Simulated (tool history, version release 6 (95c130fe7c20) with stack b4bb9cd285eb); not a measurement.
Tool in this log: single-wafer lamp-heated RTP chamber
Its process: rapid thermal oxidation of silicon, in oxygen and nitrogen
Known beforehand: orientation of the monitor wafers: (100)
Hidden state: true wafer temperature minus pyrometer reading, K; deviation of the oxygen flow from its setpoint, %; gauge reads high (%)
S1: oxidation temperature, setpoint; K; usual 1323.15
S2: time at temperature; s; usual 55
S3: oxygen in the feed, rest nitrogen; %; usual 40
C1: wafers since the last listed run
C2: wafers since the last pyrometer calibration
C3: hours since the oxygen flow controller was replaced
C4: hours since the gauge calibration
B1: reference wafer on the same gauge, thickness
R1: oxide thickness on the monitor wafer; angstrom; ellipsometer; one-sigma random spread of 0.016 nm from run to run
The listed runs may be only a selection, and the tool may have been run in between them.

run    hour       S1  S2  S3    C1    C2      C3      C4     B1     R1
  1     0.0  1323.15  62  20     0  3070  3176.7   342.8  6.396  46.57
  2    93.8  1323.15  62  20   935  4005  3270.5   436.6  6.386  46.60
      139.0  -- pyrometer window cleaned and pyrometer calibrated
  3   144.0  1323.15  68  50   420    49  3320.7   486.8  6.380  66.36
  4   244.5  1323.15  68  50  1001  1051  3421.2   587.3  6.387  66.47
  5   282.9  1323.15  68  50   382  1434  3459.6   625.7  6.365  66.22
  6   390.7  1323.15  55  40  1074  2508  3567.4   733.5  6.375  55.65
  7   431.7  1323.15  55  40   408  2917  3608.4   774.5  6.362  55.86
  8   523.4  1323.15  65  40   914  3831  3700.1   866.2  6.365  60.23
      551.9  -- pyrometer window cleaned and pyrometer calibrated
  9   617.3  1323.15  65  40   856   652  3794.0   960.1  6.356  60.07
 10   707.6  1323.15  73  40   900  1552  3884.3  1050.4  6.350  62.99
 11   761.7  1323.15  73  40   539  2091  3938.4  1104.5  6.350  63.18
 12   869.2  1323.15  55  40  1071  3163  4045.9  1212.0  6.349  55.66
 13   974.4  1323.15  68  50  1048  4212  4151.1  1317.2  6.334  65.97
      987.5  -- oxygen flow controller replaced
 14  1046.4  1323.15  41  40   637  4850    58.9  1389.2  6.331  49.14
     1073.6  -- pyrometer window cleaned and pyrometer calibrated
     1088.3  -- gauge calibrated
 15  1118.1  1309.15  70  29   634   443   130.6    29.8  6.421  50.71
 16  1177.8  1323.15  29  17   595  1038   190.3    89.5  6.418  33.20
 17  1217.8  1323.15  55  40   398  1437   230.3   129.5  6.416  56.36
 18  1267.4  1333.15  30  40   494  1931   279.9   179.1  6.419  46.55
 19  1334.1  1341.15  74  69   664  2596   346.6   245.8  6.416  87.58
 20  1395.5  1323.15  55  40   612  3208   408.0   307.2  6.414  56.12
 21  1489.9  1301.15  82  17   941  4149   502.4   401.6  6.402  43.09
     1514.2  -- pyrometer window cleaned and pyrometer calibrated
 22  1583.0  1323.15  39  64   848   685   595.5   494.7  6.403  56.93

Here are 5 independent what-if runs from the current tool condition. What would each one return?
  A  1583.5  1323.15  55  40   4  690  596.0  495.2   ?   ?
  B  1583.5  1305.15  75  30   4  690  596.0  495.2   ?   ?
  C  1583.5  1347.15  80  62   4  690  596.0  495.2   ?   ?
  D  1583.5  1337.15  63  17   4  690  596.0  495.2   ?   ?
  E  1583.5  1313.15  55  63   4  690  596.0  495.2   ?   ?

run     B1     R1
  A  6.404  56.22
  B  6.404  51.60
  C  6.404  90.99
  D  6.404  48.78
  E  6.404  61.55
With the hidden condition removed and each run's random variation left untouched, the same runs would have given:
run     R1
  A  56.47
  B  51.83
  C  91.40
  D  49.00
  E  61.83

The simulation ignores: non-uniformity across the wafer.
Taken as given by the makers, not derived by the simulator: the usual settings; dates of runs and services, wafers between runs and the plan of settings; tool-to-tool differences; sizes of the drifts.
